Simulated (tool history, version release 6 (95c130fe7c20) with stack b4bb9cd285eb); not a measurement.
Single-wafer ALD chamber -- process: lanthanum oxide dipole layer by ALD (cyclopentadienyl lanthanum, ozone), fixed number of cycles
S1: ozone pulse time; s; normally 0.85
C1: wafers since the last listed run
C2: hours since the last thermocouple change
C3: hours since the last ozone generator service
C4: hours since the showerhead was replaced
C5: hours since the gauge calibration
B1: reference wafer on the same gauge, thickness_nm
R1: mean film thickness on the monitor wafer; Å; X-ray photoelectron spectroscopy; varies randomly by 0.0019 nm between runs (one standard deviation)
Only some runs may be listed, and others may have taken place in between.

run,hour,S1,C1,C2,C3,C4,C5,B1,R1
1,0.0,0.85,0,1448.9,1530.4,3647.0,146.7,0.530,4.02
2,14.8,0.85,243,1463.7,1545.2,3661.8,161.5,0.530,3.97
3,25.9,0.85,182,1474.8,1556.3,3672.9,172.6,0.530,3.98
4,60.4,0.85,568,1509.3,1590.8,3707.4,207.1,0.529,3.95
5,75.5,0.85,248,1524.4,1605.9,3722.5,222.2,0.530,3.96
6,86.8,0.85,186,1535.7,1617.2,3733.8,233.5,0.530,3.93
7,101.9,0.85,248,1550.8,1632.3,3748.9,248.6,0.530,3.91
# hour 110.7: gauge calibrated
# hour 112.3: thermocouple changed; heater temperature recalibrated
8,113.6,0.85,60,1.3,1644.0,3760.6,2.9,0.530,3.93
# hour 121.8: showerhead replaced, of another model than before
9,122.3,0.66,11,10.0,1652.7,0.5,11.6,0.530,4.13
10,133.8,0.95,189,21.5,1664.2,12.0,23.1,0.530,4.51
11,150.0,0.96,266,37.7,1680.4,28.2,39.3,0.530,4.57
12,156.6,0.75,108,44.3,1687.0,34.8,45.9,0.530,4.27
# hour 168.5: ozone generator serviced
13,172.8,0.71,135,60.5,4.3,51.0,62.1,0.530,4.62
14,184.4,0.85,191,72.1,15.9,62.6,73.7,0.530,4.75
15,200.6,0.85,266,88.3,32.1,78.8,89.9,0.530,4.73
16,206.8,0.85,102,94.5,38.3,85.0,96.1,0.530,4.74
17,213.8,1.14,115,101.5,45.3,92.0,103.1,0.530,5.09

Alternative continuations, all from the tool just after run 17; predict every row:
A,214.2,1.16,6,101.9,45.7,92.4,103.5,?,?
B,214.2,1.11,6,101.9,45.7,92.4,103.5,?,?
C,214.2,1.08,6,101.9,45.7,92.4,103.5,?,?
D,214.2,1.03,6,101.9,45.7,92.4,103.5,?,?

run,B1,R1
A,0.531,5.02
B,0.531,4.98
C,0.531,4.95
D,0.531,4.91
The same runs, with their run-to-run variation unchanged, on a tool lacking any hidden condition would have given:
run,R1
A,5.05
B,5.01
C,4.99
D,4.95

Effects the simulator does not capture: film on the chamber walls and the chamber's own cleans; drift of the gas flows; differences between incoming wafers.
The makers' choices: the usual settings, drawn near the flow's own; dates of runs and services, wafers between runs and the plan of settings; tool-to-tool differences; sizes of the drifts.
